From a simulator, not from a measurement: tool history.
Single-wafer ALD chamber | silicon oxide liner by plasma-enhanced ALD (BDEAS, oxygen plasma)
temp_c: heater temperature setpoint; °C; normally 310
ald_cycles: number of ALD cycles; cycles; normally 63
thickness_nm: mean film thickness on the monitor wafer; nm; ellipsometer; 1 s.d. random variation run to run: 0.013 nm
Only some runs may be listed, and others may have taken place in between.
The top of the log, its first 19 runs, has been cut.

run     day  temp_c  ald_cycles  wafers since the last listed run  hours since the last thermocouple change  hours since the gauge calibration  read-back reference wafer on the same gauge, thickness_nm  thickness_nm
 20  20.288     310          63                               125                                      30.5                              389.1                                                      5.214         4.997
 21  20.817     302          72                                81                                      43.2                              401.8                                                      5.213         5.745
 22  22.142     310          63                               204                                      75.0                              433.6                                                      5.212         4.987
 23  23.608     306          63                               226                                     110.2                              468.8                                                      5.209         5.025
 24  24.596     310          63                               152                                     133.9                              492.5                                                      5.209         4.999
 25  25.512     310          63                               141                                     155.9                              514.5                                                      5.207         4.967
 26  26.021     301          73                                78                                     168.1                              526.7                                                      5.207         5.860
 27  27.296     310          63                               196                                     198.7                              557.3                                                      5.206         4.988
 28  28.533     321          55                               191                                     228.4                              587.0                                                      5.205         4.287
 29  29.117     303          54                                90                                     242.4                              601.0                                                      5.206         4.311
 30  29.854     310          63                               113                                     260.1                              618.7                                                      5.205         5.005
     30.133  -- gauge calibrated
 31  30.988     301          63                               174                                     287.3                               20.5                                                      5.257         5.100
 32  32.342     323          52                               209                                     319.8                               53.0                                                      5.249         4.039
 33  33.796     305          74                               224                                     354.7                               87.9                                                      5.238         5.943
 34  35.288     310          63                               230                                     390.5                              123.7                                                      5.235         5.028
 35  35.846     304          52                                86                                     403.9                              137.1                                                      5.234         4.184
 36  36.783     318          56                               144                                     426.4                              159.6                                                      5.232         4.387
 37  37.867     320          71                               167                                     452.4                              185.6                                                      5.225         5.549
 38  38.883     310          63                               156                                     476.8                              210.0                                                      5.224         4.985
 39  39.542     297          58                               101                                     492.6                              225.8                                                      5.221         4.763
 40  40.383     310          63                               129                                     512.8                              246.0                                                      5.221         5.005

Branching from run 40: 3 alternative next runs. What would each branch give?
  A  40.404     310          63                                 3                                     513.3                              246.5                                                          ?             ?
  B  40.404     310          59                                 3                                     513.3                              246.5                                                          ?             ?
  C  40.404     302          59                                 3                                     513.3                              246.5                                                          ?             ?

run  read-back reference wafer on the same gauge, thickness_nm  thickness_nm
  A                                                      5.222         4.997
  B                                                      5.222         4.679
  C                                                      5.222         4.740
Without the tool's unlogged condition, the same runs would have read:
run  thickness_nm
  A         5.035
  B         4.716
  C         4.777

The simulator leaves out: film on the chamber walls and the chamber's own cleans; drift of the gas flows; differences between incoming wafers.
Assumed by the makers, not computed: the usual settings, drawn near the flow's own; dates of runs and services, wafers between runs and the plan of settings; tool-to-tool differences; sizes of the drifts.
